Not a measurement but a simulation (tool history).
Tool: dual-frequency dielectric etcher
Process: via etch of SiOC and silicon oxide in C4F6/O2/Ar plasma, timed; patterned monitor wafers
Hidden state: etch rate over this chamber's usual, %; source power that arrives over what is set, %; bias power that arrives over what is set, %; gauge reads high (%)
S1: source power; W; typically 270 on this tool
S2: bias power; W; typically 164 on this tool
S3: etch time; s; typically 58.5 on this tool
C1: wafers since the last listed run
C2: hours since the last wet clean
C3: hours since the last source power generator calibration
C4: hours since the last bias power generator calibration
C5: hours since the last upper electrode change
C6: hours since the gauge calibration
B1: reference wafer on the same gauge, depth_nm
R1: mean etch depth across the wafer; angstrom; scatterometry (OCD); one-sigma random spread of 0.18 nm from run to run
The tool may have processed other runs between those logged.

run,hour,S1,S2,S3,C1,C2,C3,C4,C5,C6,B1,R1
1,0,270,164,67.5,0,159,1928.6,865.4,4775,131.1,50.1,592
2,48.4,270,164,67.5,437,207.4,1977,913.8,4823.4,179.5,50.1,592
3,120.5,270,164,58.5,651,279.5,2049.1,985.9,4895.5,251.6,50.2,515
4,228.5,270,164,58.5,975,387.5,2157.1,1093.9,5003.5,359.6,50.1,516
5,311.1,270,164,58.5,746,470.1,2239.7,1176.5,5086.1,442.2,50.1,513
6,393.1,270,164,58.5,741,552.1,2321.7,1258.5,5168.1,524.2,50.1,505
# hour 429.1: wet clean of the chamber
7,489,270,164,58.5,649,59.9,2417.6,1354.4,5264,620.1,50.1,517
8,556.5,320,164,58.5,609,127.4,2485.1,1421.9,5331.5,687.6,50,570
9,623.3,320,164,58.5,603,194.2,2551.9,1488.7,5398.3,754.4,50.1,565
10,730.1,290,164,65.5,965,301,2658.7,1595.5,5505.1,861.2,50.1,598
11,791.9,290,164,65.5,558,362.8,2720.5,1657.3,5566.9,923,50.1,599
12,848.7,290,164,65.5,513,419.6,2777.3,1714.1,5623.7,979.8,50.1,596
13,913.5,270,164,58.5,585,484.4,2842.1,1778.9,5688.5,1044.6,50.1,508
14,1010.1,270,164,58.5,872,581,2938.7,1875.5,5785.1,1141.2,50.1,509
# hour 1063.6: wet clean of the chamber
15,1064.1,270,164,58.5,271,0.5,2992.7,1929.5,5839.1,1195.2,50.1,519
16,1124.8,310,184,53.5,548,61.2,3053.4,1990.2,5899.8,1255.9,50.1,532
# hour 1150.2: bias power generator calibrated
17,1203.8,270,164,58.5,677,140.2,3132.4,53.6,5978.8,1334.9,50.1,515
# hour 1223.9: gauge calibrated
18,1302.6,300,127,58.5,892,239,3231.2,152.4,6077.6,78.7,50.1,491
# hour 1347.7: source power generator calibrated
19,1379.5,320,134,70,658,315.9,31.8,229.3,6154.5,155.6,50,629
20,1457,270,197,75.5,700,393.4,109.3,306.8,6232,233.1,50.1,711
21,1512.8,250,164,58.5,504,449.2,165.1,362.6,6287.8,288.9,50,489
# hour 1537.6: upper electrode replaced, of another model than before
# hour 1564.4: wet clean of the chamber
22,1564.9,270,191,58.5,37,0.5,217.2,414.7,27.3,341,50.1,537
23,1649.6,270,164,58.5,765,85.2,301.9,499.4,112,425.7,50.1,516
24,1707.1,270,164,58.5,519,142.7,359.4,556.9,169.5,483.2,50.1,514
25,1743.2,270,164,69,326,178.8,395.5,593,205.6,519.3,50.1,605
26,1815.8,270,164,42.5,656,251.4,468.1,665.6,278.2,591.9,50.1,373
27,1878.5,210,164,58.5,566,314.1,530.8,728.3,340.9,654.6,50.1,348
28,1970.7,270,195,74,833,406.3,623,820.5,433.1,746.8,50.1,684
29,2062.8,300,164,58.5,832,498.4,715.1,912.6,525.2,838.9,50.1,564

Predict each of these 4 candidate next runs independently; none follows another, all start after run 29:
A,2063.2,270,188,58.5,3,498.8,715.5,913,525.6,839.3,?,?
B,2063.2,210,203,58.5,3,498.8,715.5,913,525.6,839.3,?,?
C,2063.2,270,150,58.5,3,498.8,715.5,913,525.6,839.3,?,?
D,2063.2,240,183,47,3,498.8,715.5,913,525.6,839.3,?,?

run,B1,R1
A,50.1,529
B,50.1,368
C,50.1,494
D,50.1,367
Stripped of hidden state, with their random variation kept, the same runs would have yielded:
run,R1
A,536
B,372
C,500
D,371
